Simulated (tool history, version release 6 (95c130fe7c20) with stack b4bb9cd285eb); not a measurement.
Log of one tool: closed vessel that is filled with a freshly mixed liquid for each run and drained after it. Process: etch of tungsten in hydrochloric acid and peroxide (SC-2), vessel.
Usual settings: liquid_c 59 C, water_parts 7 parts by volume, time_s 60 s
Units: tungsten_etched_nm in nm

run   hour  liquid_c  water_parts  time_s  read-back film thickness of the tungsten reference wafer, read on the same gauge (nm)  tungsten_etched_nm
  1      0      51.5            7      60                                                                                  90.02               17.21
  2   13.9      51.5            7      60                                                                                  90.01               17.04
  3   44.3        59            7      70                                                                                  90.04               32.63
  4   76.6        59            7      70                                                                                  89.98               31.91
  5  106.1        59         10.5      80                                                                                  90.01               26.38
  6  121.5        59          9.5      30                                                                                  89.99               10.72
     147.1  -- gauge calibrated
  7  151.1        59            7      40                                                                                  89.97               18.23
  8    184      55.5          9.5      75                                                                                  90.07               21.04
  9  196.8      54.5            8      45                                                                                  89.96               13.71
 10  219.1        59            7      60                                                                                     90               27.03
 11  250.4        63            8      45                                                                                  90.03               23.14
 12  272.2      64.5            7      85                                                                                  90.01               53.09
 13  298.4      51.5            7      60                                                                                  89.98                16.5
     309.1  -- thermometer replaced
 14  330.7        59            7      60                                                                                  89.95               26.48
     383.6  -- chemicals flow meter replaced
 15  429.2        64            7      35                                                                                  89.99               21.79
 16  463.8      55.5            7      75                                                                                  90.01               27.33
 17  484.8        56            7      80                                                                                  90.05               30.07
 18  519.4        59            5      60                                                                                  90.01               34.78
 19  544.1        55          9.5      90                                                                                  90.03               24.42
 20  563.3        59            8      60                                                                                  90.01               24.34
 21    581        59            7      60                                                                                  90.07               26.74
 22  612.4        59          4.5      45                                                                                  89.99               27.89
 23  648.4        64          8.5      90                                                                                     90                46.6
 24  681.1        59          9.5      75                                                                                  90.02               25.65
 25  696.4        59            7      60                                                                                  89.99               26.27
 26  726.8      54.5            7      60                                                                                  89.99               19.65
 27  749.6        59            6      60                                                                                  90.03               29.37
 28  775.6        59            9      35                                                                                  90.02               12.35

Forecast run 29:
     786.6  -- chemicals flow meter replaced
 29  849.2        55            4      60                                                                                      ?                   ?

{"run 29": {"read-back film thickness of the tungsten reference wafer, read on the same gauge (nm)": 90, "tungsten_etched_nm": 31.32}}
Without the tool's hidden state the same run would have given tungsten_etched_nm 32.89 nm.

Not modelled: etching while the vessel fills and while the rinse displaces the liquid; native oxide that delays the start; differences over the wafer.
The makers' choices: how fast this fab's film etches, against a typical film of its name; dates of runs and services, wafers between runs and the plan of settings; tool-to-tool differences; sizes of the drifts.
